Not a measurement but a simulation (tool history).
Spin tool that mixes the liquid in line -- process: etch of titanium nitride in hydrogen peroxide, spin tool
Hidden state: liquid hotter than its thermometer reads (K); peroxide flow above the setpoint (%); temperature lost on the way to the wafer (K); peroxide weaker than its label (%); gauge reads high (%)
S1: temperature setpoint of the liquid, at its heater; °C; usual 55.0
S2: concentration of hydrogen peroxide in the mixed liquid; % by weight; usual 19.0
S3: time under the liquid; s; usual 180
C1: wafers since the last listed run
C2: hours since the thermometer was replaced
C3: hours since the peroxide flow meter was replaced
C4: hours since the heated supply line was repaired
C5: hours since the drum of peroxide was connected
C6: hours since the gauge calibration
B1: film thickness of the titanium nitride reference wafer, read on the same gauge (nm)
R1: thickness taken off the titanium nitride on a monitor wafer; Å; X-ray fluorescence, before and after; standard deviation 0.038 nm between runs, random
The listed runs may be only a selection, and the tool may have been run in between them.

Run 1, day 0.000: usual settings but S3 255 s; C1 0; C2 600.6; C3 95.8; C4 2531.8; C5 792.8; C6 384.8; B1 40.00. Result: R1 112.1 Å.
At day 0.992: new drum of peroxide connected.
Run 2, day 3.904: usual settings but S2 17.5 % by weight, S3 225 s; C1 716; C2 694.3; C3 189.5; C4 2625.5; C5 69.9; C6 478.5; B1 40.01. Result: R1 97.5 Å.
Run 3, day 5.971: usual settings; C1 383; C2 743.9; C3 239.1; C4 2675.1; C5 119.5; C6 528.1; B1 39.99. Result: R1 79.2 Å.
Run 4, day 9.079: usual settings; C1 576; C2 818.5; C3 313.7; C4 2749.7; C5 194.1; C6 602.7; B1 39.97. Result: R1 79.3 Å.
Run 5, day 11.221: usual settings but S3 130 s; C1 397; C2 869.9; C3 365.1; C4 2801.1; C5 245.5; C6 654.1; B1 39.98. Result: R1 57.4 Å.
Run 6, day 15.104: usual settings but S2 21.5 % by weight; C1 719; C2 963.1; C3 458.3; C4 2894.3; C5 338.7; C6 747.3; B1 40.00. Result: R1 82.3 Å.
Run 7, day 16.692: usual settings but S3 150 s; C1 294; C2 1001.2; C3 496.4; C4 2932.4; C5 376.8; C6 785.4; B1 40.00. Result: R1 66.2 Å.
Run 8, day 18.550: usual settings but S1 49.5 °C, S2 15.0 % by weight, S3 245 s; C1 344; C2 1045.8; C3 541.0; C4 2977.0; C5 421.4; C6 830.0; B1 40.03. Result: R1 69.4 Å.
Run 9, day 20.292: usual settings; C1 322; C2 1087.6; C3 582.8; C4 3018.8; C5 463.2; C6 871.8; B1 39.98. Result: R1 79.7 Å.
At day 22.308: peroxide flow meter replaced.
Run 10, day 22.617: usual settings but S1 62.5 °C, S2 15.5 % by weight; C1 423; C2 1143.4; C3 7.4; C4 3074.6; C5 519.0; C6 927.6; B1 39.94. Result: R1 125.2 Å.
Run 11, day 24.388: usual settings but S1 50.5 °C; C1 328; C2 1185.9; C3 49.9; C4 3117.1; C5 561.5; C6 970.1; B1 39.98. Result: R1 56.5 Å.
Run 12, day 27.804: usual settings; C1 633; C2 1267.9; C3 131.9; C4 3199.1; C5 643.5; C6 1052.1; B1 39.96. Result: R1 78.8 Å.
Run 13, day 30.738: usual settings but S1 48.5 °C; C1 543; C2 1338.3; C3 202.3; C4 3269.5; C5 713.9; C6 1122.5; B1 40.00. Result: R1 49.3 Å.
At day 36.725: heated supply line repaired.
At day 39.412: new drum of peroxide connected.
Run 14, day 40.462: usual settings; C1 1787; C2 1571.7; C3 435.7; C4 89.7; C5 25.2; C6 1355.9; B1 40.02. Result: R1 84.1 Å.
Run 15, day 42.742: usual settings but S1 63.0 °C, S2 15.0 % by weight, S3 260 s; C1 422; C2 1626.4; C3 490.4; C4 144.4; C5 79.9; C6 1410.6; B1 40.00. Result: R1 198.6 Å.
Run 16, day 45.617: usual settings; C1 533; C2 1695.4; C3 559.4; C4 213.4; C5 148.9; C6 1479.6; B1 39.98. Result: R1 82.9 Å.
Run 17, day 49.950: usual settings but S1 52.0 °C, S3 115 s; C1 803; C2 1799.4; C3 663.4; C4 317.4; C5 252.9; C6 1583.6; B1 39.98. Result: R1 43.3 Å.
At day 51.317: peroxide flow meter replaced.
Run 18, day 52.829: usual settings but S1 59.5 °C, S3 265 s; C1 526; C2 1868.5; C3 36.3; C4 386.5; C5 322.0; C6 1652.7; B1 40.01. Result: R1 164.2 Å.
Run 19, day 56.242: usual settings but S2 15.0 % by weight, S3 215 s; C1 632; C2 1950.4; C3 118.2; C4 468.4; C5 403.9; C6 1734.6; B1 40.01. Result: R1 93.5 Å.
Run 20, day 59.796: usual settings but S1 48.5 °C, S2 21.5 % by weight, S3 135 s; C1 658; C2 2035.7; C3 203.5; C4 553.7; C5 489.2; C6 1819.9; B1 40.04. Result: R1 39.9 Å.
Run 21, day 62.942: usual settings but S1 48.5 °C, S2 21.5 % by weight, S3 135 s; C1 583; C2 2111.2; C3 279.0; C4 629.2; C5 564.7; C6 1895.4; B1 39.99. Result: R1 39.7 Å.
Run 22, day 65.383: usual settings but S1 63.5 °C, S3 140 s; C1 452; C2 2169.8; C3 337.6; C4 687.8; C5 623.3; C6 1954.0; B1 40.03. Result: R1 114.9 Å.
Run 23, day 68.317: usual settings but S1 57.5 °C; C1 543; C2 2240.2; C3 408.0; C4 758.2; C5 693.7; C6 2024.4; B1 40.03. Result: R1 98.4 Å.
Run 24, day 71.675: usual settings but S2 23.0 % by weight, S3 95 s; C1 622; C2 2320.8; C3 488.6; C4 838.8; C5 774.3; C6 2105.0; B1 39.99. Result: R1 45.0 Å.
Run 25, day 73.838: usual settings but S1 45.5 °C, S2 23.5 % by weight, S3 255 s; C1 400; C2 2372.7; C3 540.5; C4 890.7; C5 826.2; C6 2156.9; B1 39.99. Result: R1 62.2 Å.

4 ways to go on from here, each from the tool as it stands after run 25. What would each give?
Run A, day 73.858: usual settings but S3 210 s; C1 3; C2 2373.2; C3 541.0; C4 891.2; C5 826.7; C6 2157.4; B1 ?. Result: R1 ?.
Run B, day 73.858: usual settings but S2 23.5 % by weight, S3 115 s; C1 3; C2 2373.2; C3 541.0; C4 891.2; C5 826.7; C6 2157.4; B1 ?. Result: R1 ?.
Run C, day 73.858: usual settings but S1 51.5 °C, S3 85 s; C1 3; C2 2373.2; C3 541.0; C4 891.2; C5 826.7; C6 2157.4; B1 ?. Result: R1 ?.
Run D, day 73.858: usual settings but S2 15.5 % by weight; C1 3; C2 2373.2; C3 541.0; C4 891.2; C5 826.7; C6 2157.4; B1 ?. Result: R1 ?.

run     B1    R1
  A  39.99  96.2
  B  39.99  55.2
  C  39.99  30.4
  D  39.99  78.9
The same runs, with their run-to-run variation unchanged, on a tool lacking any hidden condition would have given:
run    R1
  A  95.7
  B  54.9
  C  30.2
  D  78.6
